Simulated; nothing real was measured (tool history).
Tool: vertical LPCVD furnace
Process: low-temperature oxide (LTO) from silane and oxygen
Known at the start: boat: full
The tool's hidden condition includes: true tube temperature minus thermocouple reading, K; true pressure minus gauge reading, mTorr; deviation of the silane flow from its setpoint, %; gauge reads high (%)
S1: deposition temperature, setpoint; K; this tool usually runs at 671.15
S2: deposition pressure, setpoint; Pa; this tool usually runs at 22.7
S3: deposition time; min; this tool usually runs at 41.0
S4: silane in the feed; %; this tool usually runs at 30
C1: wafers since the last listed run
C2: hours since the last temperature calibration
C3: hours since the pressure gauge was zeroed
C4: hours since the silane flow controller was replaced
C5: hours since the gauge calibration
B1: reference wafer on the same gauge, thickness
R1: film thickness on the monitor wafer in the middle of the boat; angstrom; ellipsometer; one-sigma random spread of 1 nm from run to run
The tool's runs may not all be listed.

Run 1, hour 0.0: usual settings; C1 0; C2 3784.3; C3 557.0; C4 4642.8; C5 566.6; B1 148.95. Result: R1 1800.6 angstrom.
Run 2, hour 61.1: usual settings; C1 828; C2 3845.4; C3 618.1; C4 4703.9; C5 627.7; B1 148.83. Result: R1 1806.2 angstrom.
Run 3, hour 117.4: usual settings; C1 763; C2 3901.7; C3 674.4; C4 4760.2; C5 684.0; B1 148.83. Result: R1 1794.3 angstrom.
Run 4, hour 177.7: usual settings; C1 818; C2 3962.0; C3 734.7; C4 4820.5; C5 744.3; B1 148.71. Result: R1 1794.8 angstrom.
Run 5, hour 254.1: usual settings but S3 28.5 min; C1 1036; C2 4038.4; C3 811.1; C4 4896.9; C5 820.7; B1 149.04. Result: R1 1262.1 angstrom.
Run 6, hour 302.5: usual settings but S3 28.5 min; C1 656; C2 4086.8; C3 859.5; C4 4945.3; C5 869.1; B1 149.06. Result: R1 1242.1 angstrom.
Run 7, hour 355.3: usual settings but S3 28.5 min; C1 716; C2 4139.6; C3 912.3; C4 4998.1; C5 921.9; B1 149.08. Result: R1 1223.6 angstrom.
Run 8, hour 425.7: usual settings; C1 955; C2 4210.0; C3 982.7; C4 5068.5; C5 992.3; B1 149.16. Result: R1 1776.4 angstrom.
At hour 497.0: thermocouples replaced and temperature profile calibrated.
Run 9, hour 508.0: usual settings; C1 790; C2 11.0; C3 1065.0; C4 5150.8; C5 1074.6; B1 148.96. Result: R1 1773.6 angstrom.
Run 10, hour 562.2: usual settings; C1 735; C2 65.2; C3 1119.2; C4 5205.0; C5 1128.8; B1 149.03. Result: R1 1757.6 angstrom.
Run 11, hour 641.9: usual settings; C1 1081; C2 144.9; C3 1198.9; C4 5284.7; C5 1208.5; B1 148.94. Result: R1 1758.2 angstrom.
Run 12, hour 736.2: usual settings; C1 1279; C2 239.2; C3 1293.2; C4 5379.0; C5 1302.8; B1 149.06. Result: R1 1759.6 angstrom.
Run 13, hour 839.0: usual settings but S1 660.15 K, S2 28.0 Pa; C1 1394; C2 342.0; C3 1396.0; C4 5481.8; C5 1405.6; B1 148.96. Result: R1 1892.4 angstrom.
Run 14, hour 943.8: usual settings but S1 661.15 K, S2 19.3 Pa, S3 36.5 min, S4 26 %; C1 1421; C2 446.8; C3 1500.8; C4 5586.6; C5 1510.4; B1 148.81. Result: R1 915.0 angstrom.
Run 15, hour 1021.2: usual settings but S1 667.15 K, S4 35 %; C1 1050; C2 524.2; C3 1578.2; C4 5664.0; C5 1587.8; B1 148.98. Result: R1 2029.5 angstrom.
At hour 1033.8: gauge calibrated.
At hour 1073.8: silane flow controller replaced.
Run 16, hour 1097.3: usual settings but S3 33.5 min, S4 32 %; C1 706; C2 600.3; C3 1654.3; C4 23.5; C5 63.5; B1 148.99. Result: R1 1553.4 angstrom.
Run 17, hour 1134.2: usual settings; C1 500; C2 637.2; C3 1691.2; C4 60.4; C5 100.4; B1 149.13. Result: R1 1702.8 angstrom.

Run 18 comes next. What will it give?
At hour 1163.9: pressure gauge zeroed.
Run 18, hour 1185.9: usual settings but S1 660.15 K, S2 20.7 Pa; C1 375; C2 688.9; C3 22.0; C4 112.1; C5 152.1; B1 ?. Result: R1 ?.

B1: 149.10
R1: 1453.2 angstrom
Were there no unlogged condition in the tool, this run, its random variation unchanged, would have produced R1 1434.3 angstrom.
